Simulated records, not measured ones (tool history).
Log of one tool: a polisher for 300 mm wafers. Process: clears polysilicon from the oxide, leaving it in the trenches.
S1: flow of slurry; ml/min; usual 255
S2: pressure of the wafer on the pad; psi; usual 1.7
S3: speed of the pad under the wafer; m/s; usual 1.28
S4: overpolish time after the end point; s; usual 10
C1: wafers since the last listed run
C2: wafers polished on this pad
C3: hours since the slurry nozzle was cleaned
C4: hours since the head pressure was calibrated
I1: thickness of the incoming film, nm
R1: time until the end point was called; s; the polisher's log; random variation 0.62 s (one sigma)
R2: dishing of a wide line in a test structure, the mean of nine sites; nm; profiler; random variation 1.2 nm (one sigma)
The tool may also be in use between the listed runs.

run	hour	S1	S2	S3	S4	C1	C2	C3	C4	I1	R1	R2
1	0.0	255	1.7	1.14	10	0	1205	263.5	560.4	394.0	42.7	54.5
# hour 4.3: slurry nozzle cleaned
# hour 109.5: worn pad replaced by a new one
# hour 231.7: head pressure recalibrated
2	242.0	255	1.7	1.14	10	1723	956	237.7	10.3	396.3	49.9	54.0
# hour 304.4: slurry nozzle cleaned
3	322.9	255	1.7	1.14	10	585	1542	18.5	91.2	393.0	48.4	51.4
# hour 357.0: worn pad replaced by a new one
4	370.7	255	2.0	1.28	10	321	100	66.3	139.0	405.6	40.3	59.1
5	452.6	255	2.0	1.28	10	600	701	148.2	220.9	396.7	39.1	58.6
# hour 526.1: head pressure recalibrated, repeated, since the last time left the tool worse
6	542.8	255	1.7	1.28	10	646	1348	238.4	16.7	408.0	40.4	58.5
# hour 544.2: slurry nozzle cleaned
7	599.3	255	1.7	1.28	10	407	1755	55.1	73.2	394.0	40.0	60.1
# hour 645.9: worn pad replaced by a new one
# hour 801.7: slurry nozzle cleaned
8	871.4	255	1.3	1.28	6	1958	1646	69.7	345.3	394.3	52.2	35.1
# hour 916.7: worn pad replaced by a new one
9	925.0	255	1.3	0.84	10	363	61	123.3	398.9	392.6	67.0	42.2
10	970.5	290	1.7	1.28	10	333	394	168.8	444.4	395.2	40.5	57.6
11	1012.2	205	1.2	0.96	7	305	700	210.5	486.1	393.9	70.2	31.9
# hour 1101.9: slurry nozzle cleaned
# hour 1168.3: worn pad replaced by a new one
12	1187.3	300	1.7	0.96	10	1247	139	85.4	661.2	397.2	49.3	51.7
13	1292.8	255	1.2	1.28	15	773	913	190.9	766.7	399.8	61.3	55.0
# hour 1311.3: head pressure recalibrated
# hour 1341.9: slurry nozzle cleaned
14	1381.8	255	1.7	1.28	10	630	1543	39.9	70.5	402.7	40.8	58.7

Forecast each of these 5 alternatives for the next run:
A	1382.2	255	1.7	1.28	10	2	1546	40.3	70.9	398.7	?	?
B	1382.2	255	1.3	1.54	10	2	1546	40.3	70.9	398.7	?	?
C	1382.2	255	1.2	1.28	10	2	1546	40.3	70.9	398.7	?	?
D	1382.2	255	1.3	1.28	10	2	1546	40.3	70.9	398.7	?	?
E	1382.2	340	1.4	1.28	10	2	1546	40.3	70.9	398.7	?	?

run	R1	R2
A	38.4	59.3
B	44.3	54.9
C	54.3	48.5
D	50.1	51.0
E	45.7	53.8
Without the tool's hidden state the same runs would have given:
run	R1	R2
A	38.4	59.4
B	44.2	54.9
C	54.2	48.5
D	50.1	51.0
E	45.7	53.9

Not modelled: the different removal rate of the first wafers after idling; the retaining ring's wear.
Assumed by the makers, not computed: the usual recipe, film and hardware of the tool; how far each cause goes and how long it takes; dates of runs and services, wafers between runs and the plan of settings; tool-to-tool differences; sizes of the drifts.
